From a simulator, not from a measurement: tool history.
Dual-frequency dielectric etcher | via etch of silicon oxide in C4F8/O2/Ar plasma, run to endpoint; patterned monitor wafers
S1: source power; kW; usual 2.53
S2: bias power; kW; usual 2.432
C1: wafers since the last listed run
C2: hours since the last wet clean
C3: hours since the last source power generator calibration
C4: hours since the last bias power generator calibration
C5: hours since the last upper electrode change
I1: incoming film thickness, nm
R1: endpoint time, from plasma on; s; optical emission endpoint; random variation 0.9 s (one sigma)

run,day,S1,S2,C1,C2,C3,C4,C5,I1,R1
1,0,2.53,2.432,0,508.3,2913.8,4368.6,4808.4,1111.9,181.9
2,0.508,2.53,2.432,75,520.5,2926,4380.8,4820.6,1113.5,180.9
3,0.912,2.53,2.432,59,530.2,2935.7,4390.5,4830.3,1093.5,177.7
# day 3.775: upper electrode replaced, of another model than before
# day 4.588: wet clean of the chamber
4,4.608,2.53,2.432,278,0.5,3024.4,4479.2,20,1099.6,187.6
5,4.625,2.53,2.432,2,0.9,3024.8,4479.6,20.4,1093.1,187.3
6,4.642,2.53,2.432,2,1.3,3025.2,4480,20.8,1112.9,190.9
7,4.658,2.07,2.689,2,1.7,3025.6,4480.4,21.2,1099.5,189.1
8,4.933,2.53,2.432,40,8.3,3032.2,4487,27.8,1089.8,187
9,5.529,2.53,2.432,88,22.6,3046.5,4501.3,42.1,1098.6,187.6
10,5.962,2.53,2.432,64,33,3056.9,4511.7,52.5,1108.2,189.9
11,6.583,2.53,2.432,91,47.9,3071.8,4526.6,67.4,1104.5,188.5
12,7.1,3.09,1.927,76,60.3,3084.2,4539,79.8,1093.1,201.7
# day 7.35: bias power generator calibrated
13,7.729,2.37,2.825,68,75.4,3099.3,9.1,94.9,1107.4,176.9
14,8.017,3.06,2.432,42,82.3,3106.2,16,101.8,1102.7,176.3
# day 8.633: source power generator calibrated
15,8.654,2.23,2.142,69,97.6,0.5,31.3,117.1,1092.7,208.6
16,8.783,2.08,2.219,19,100.7,3.6,34.4,120.2,1086.2,206.5
17,9.125,2.1,2.864,50,108.9,11.8,42.6,128.4,1103.5,180.4
18,9.425,2.53,2.432,44,116.1,19,49.8,135.6,1104.3,187.7
19,10.138,2.53,2.258,105,133.2,36.1,66.9,152.7,1095.8,192.8
20,10.817,2.53,2.846,100,149.5,52.4,83.2,169,1107.6,172.5
21,11.204,3.05,2.857,57,158.8,61.7,92.5,178.3,1105,161.8
22,11.792,2.53,2.432,86,172.9,75.8,106.6,192.4,1094,185.2

4 ways to go on from here, each from the tool as it stands after run 22. What would each give?
A,11.812,2.53,2.432,3,173.4,76.3,107.1,192.9,1102.6,?
B,11.812,2.1,2.621,3,173.4,76.3,107.1,192.9,1102.6,?
C,11.812,2.29,2.862,3,173.4,76.3,107.1,192.9,1102.6,?
D,11.812,2.73,2.245,3,173.4,76.3,107.1,192.9,1102.6,?

run,R1
A,188
B,190.7
C,177.3
D,192.2
Without the tool's hidden state the same runs would have given:
run,R1
A,189.5
B,192.2
C,178.7
D,193.8

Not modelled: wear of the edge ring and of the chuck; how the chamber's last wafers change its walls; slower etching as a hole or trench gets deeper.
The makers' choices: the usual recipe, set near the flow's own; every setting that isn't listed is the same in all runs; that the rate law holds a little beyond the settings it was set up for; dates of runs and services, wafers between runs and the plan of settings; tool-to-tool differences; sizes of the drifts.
